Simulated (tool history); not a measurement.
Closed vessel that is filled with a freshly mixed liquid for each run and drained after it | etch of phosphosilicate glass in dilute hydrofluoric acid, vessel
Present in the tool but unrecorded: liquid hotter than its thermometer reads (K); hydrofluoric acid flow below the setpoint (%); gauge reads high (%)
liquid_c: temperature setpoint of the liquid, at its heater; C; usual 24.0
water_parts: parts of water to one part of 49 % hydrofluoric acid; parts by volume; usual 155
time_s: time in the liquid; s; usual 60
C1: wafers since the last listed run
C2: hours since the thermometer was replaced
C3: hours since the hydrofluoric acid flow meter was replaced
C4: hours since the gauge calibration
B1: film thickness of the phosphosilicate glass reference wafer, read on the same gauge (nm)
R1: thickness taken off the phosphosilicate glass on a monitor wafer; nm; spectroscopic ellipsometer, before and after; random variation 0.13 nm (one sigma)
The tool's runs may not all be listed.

Run 1, day 0.000: usual settings but liquid_c 22.5 C; C1 0; C2 672.3; C3 2547.0; C4 82.5; B1 129.99. Result: R1 20.14 nm.
Run 2, day 0.317: usual settings but time_s 45 s; C1 870; C2 679.9; C3 2554.6; C4 90.1; B1 130.01. Result: R1 15.98 nm.
Run 3, day 1.058: usual settings but time_s 45 s; C1 2039; C2 697.7; C3 2572.4; C4 107.9; B1 129.97. Result: R1 15.97 nm.
Run 4, day 1.767: usual settings but time_s 45 s; C1 1947; C2 714.7; C3 2589.4; C4 124.9; B1 129.99. Result: R1 16.18 nm.
Run 5, day 2.408: usual settings but time_s 85 s; C1 1764; C2 730.1; C3 2604.8; C4 140.3; B1 129.98. Result: R1 29.79 nm.
At day 2.546: gauge calibrated.
At day 2.833: thermometer replaced.
Run 6, day 2.992: usual settings but time_s 85 s; C1 1489; C2 3.8; C3 2618.8; C4 10.7; B1 130.02. Result: R1 30.06 nm.
Run 7, day 3.304: usual settings but time_s 85 s; C1 859; C2 11.3; C3 2626.3; C4 18.2; B1 130.01. Result: R1 30.34 nm.
Run 8, day 3.996: usual settings but water_parts 120 parts by volume; C1 1902; C2 27.9; C3 2642.9; C4 34.8; B1 130.03. Result: R1 28.83 nm.
Run 9, day 4.425: usual settings but water_parts 90 parts by volume, time_s 90 s; C1 1180; C2 38.2; C3 2653.2; C4 45.1; B1 130.02. Result: R1 59.64 nm.
Run 10, day 5.046: usual settings; C1 1707; C2 53.1; C3 2668.1; C4 60.0; B1 129.99. Result: R1 21.51 nm.
Run 11, day 5.546: usual settings but liquid_c 25.5 C, water_parts 235 parts by volume, time_s 80 s; C1 1375; C2 65.1; C3 2680.1; C4 72.0; B1 130.02. Result: R1 18.12 nm.
At day 6.162: hydrofluoric acid flow meter replaced.
Run 12, day 6.208: usual settings but water_parts 120 parts by volume; C1 1707; C2 81.0; C3 1.1; C4 87.9; B1 129.99. Result: R1 28.89 nm.
Run 13, day 6.688: usual settings but liquid_c 26.5 C, water_parts 85 parts by volume, time_s 75 s; C1 1317; C2 92.5; C3 12.6; C4 99.4; B1 129.99. Result: R1 58.28 nm.
Run 14, day 7.246: usual settings but water_parts 200 parts by volume; C1 1535; C2 105.9; C3 26.0; C4 112.8; B1 129.99. Result: R1 15.77 nm.
Run 15, day 7.738: usual settings but liquid_c 26.5 C, water_parts 220 parts by volume, time_s 45 s; C1 1352; C2 117.7; C3 37.8; C4 124.6; B1 130.00. Result: R1 11.43 nm.
At day 7.929: gauge calibrated.
Run 16, day 8.438: usual settings but time_s 30 s; C1 1925; C2 134.5; C3 54.6; C4 12.2; B1 130.00. Result: R1 10.68 nm.

What differs in the tool's unlogged condition from the final listed run ahead of each entry between runs to the first listed run following it?
Run 5 -> run 6: gauge calibrated (day 2.546); thermometer replaced (day 2.833)
  no difference in the tool's unlogged condition between these two runs
Run 11 -> run 12: hydrofluoric acid flow meter replaced (day 6.162)
  no difference in the tool's unlogged condition between these two runs
Run 15 -> run 16: gauge calibrated (day 7.929)
  no difference in the tool's unlogged condition between these two runs

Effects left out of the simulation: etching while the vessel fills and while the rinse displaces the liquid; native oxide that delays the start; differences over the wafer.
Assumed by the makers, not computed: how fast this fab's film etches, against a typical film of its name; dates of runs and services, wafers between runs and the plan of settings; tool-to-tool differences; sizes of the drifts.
